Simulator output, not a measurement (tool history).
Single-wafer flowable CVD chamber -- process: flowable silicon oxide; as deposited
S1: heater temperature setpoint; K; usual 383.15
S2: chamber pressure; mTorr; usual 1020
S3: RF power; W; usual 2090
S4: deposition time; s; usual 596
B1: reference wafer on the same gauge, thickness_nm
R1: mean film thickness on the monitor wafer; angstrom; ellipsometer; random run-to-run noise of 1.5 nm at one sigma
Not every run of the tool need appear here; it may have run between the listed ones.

Run 1, hour 0: usual settings; B1 338.184. Result: R1 3600.52 angstrom.
Run 2, hour 50.2: usual settings; B1 337.779. Result: R1 3605 angstrom.
Run 3, hour 110.7: usual settings; B1 338.062. Result: R1 3631.24 angstrom.
Run 4, hour 179.9: usual settings; B1 338.206. Result: R1 3627.13 angstrom.
Run 5, hour 249.8: usual settings but S3 1765 W; B1 338.464. Result: R1 3447.6 angstrom.
Run 6, hour 298.4: usual settings but S3 1765 W; B1 337.785. Result: R1 3428.05 angstrom.
Run 7, hour 356.6: usual settings but S3 1765 W; B1 337.939. Result: R1 3436.02 angstrom.
At hour 381.9: capacitance manometer re-zeroed and calibrated.
Run 8, hour 407.7: usual settings; B1 338.09. Result: R1 3753.53 angstrom.
Run 9, hour 456.1: usual settings; B1 337.954. Result: R1 3746.21 angstrom.
Run 10, hour 494.9: usual settings but S2 880 mTorr, S3 2255 W; B1 338.145. Result: R1 3238.65 angstrom.
At hour 522.9: thermocouple changed; heater temperature recalibrated.
Run 11, hour 564.9: usual settings but S2 880 mTorr, S3 2255 W; B1 337.958. Result: R1 3223.29 angstrom.
At hour 588.9: RF generator calibrated.
At hour 595.8: showerhead replaced, of another model than before.
Run 12, hour 614.6: usual settings but S3 2300 W; B1 337.829. Result: R1 3836.81 angstrom.
Run 13, hour 663.4: usual settings but S1 397.15 K; B1 337.583. Result: R1 2548.57 angstrom.
Run 14, hour 710.7: usual settings; B1 338.054. Result: R1 3703.86 angstrom.
Run 15, hour 736: usual settings; B1 338.028. Result: R1 3700.05 angstrom.
Run 16, hour 773.1: usual settings but S1 369.15 K, S3 2480 W, S4 559 s; B1 337.954. Result: R1 5436.15 angstrom.
Run 17, hour 818.3: usual settings but S1 390.15 K, S2 950 mTorr, S3 2440 W, S4 540 s; B1 337.906. Result: R1 2740.91 angstrom.
At hour 840.6: gauge calibrated.
Run 18, hour 844: usual settings; B1 337.878. Result: R1 3709.33 angstrom.
Run 19, hour 872.6: usual settings but S1 394.15 K, S2 1120 mTorr; B1 337.828. Result: R1 2892.81 angstrom.
Run 20, hour 913.3: usual settings; B1 337.778. Result: R1 3693.74 angstrom.
Run 21, hour 937.9: usual settings but S2 810 mTorr; B1 337.795. Result: R1 3223.74 angstrom.
Run 22, hour 998.5: usual settings; B1 337.782. Result: R1 3674.85 angstrom.
Run 23, hour 1041: usual settings but S2 920 mTorr; B1 338.289. Result: R1 3430.81 angstrom.
Run 24, hour 1253.1: usual settings but S3 1955 W, S4 520 s; B1 337.952. Result: R1 3072.98 angstrom.

Consider 3 possible next runs. They are alternatives, not a sequence: every one starts from the tool as it was left by run 24. What does each give?
Run A, hour 1253.7: usual settings but S1 371.15 K; B1 ?. Result: R1 ?.
Run B, hour 1253.7: usual settings but S1 395.15 K, S2 900 mTorr; B1 ?. Result: R1 ?.
Run C, hour 1253.7: usual settings but S3 2210 W; B1 ?. Result: R1 ?.

run       B1       R1
  A  338.005  5212.49
  B  338.005  2465.42
  C  338.005  3735.93
Take away the tool's hidden state, keep each run's random variation, and the runs would have read:
run       R1
  A  5381.55
  B  2545.38
  C   3857.1
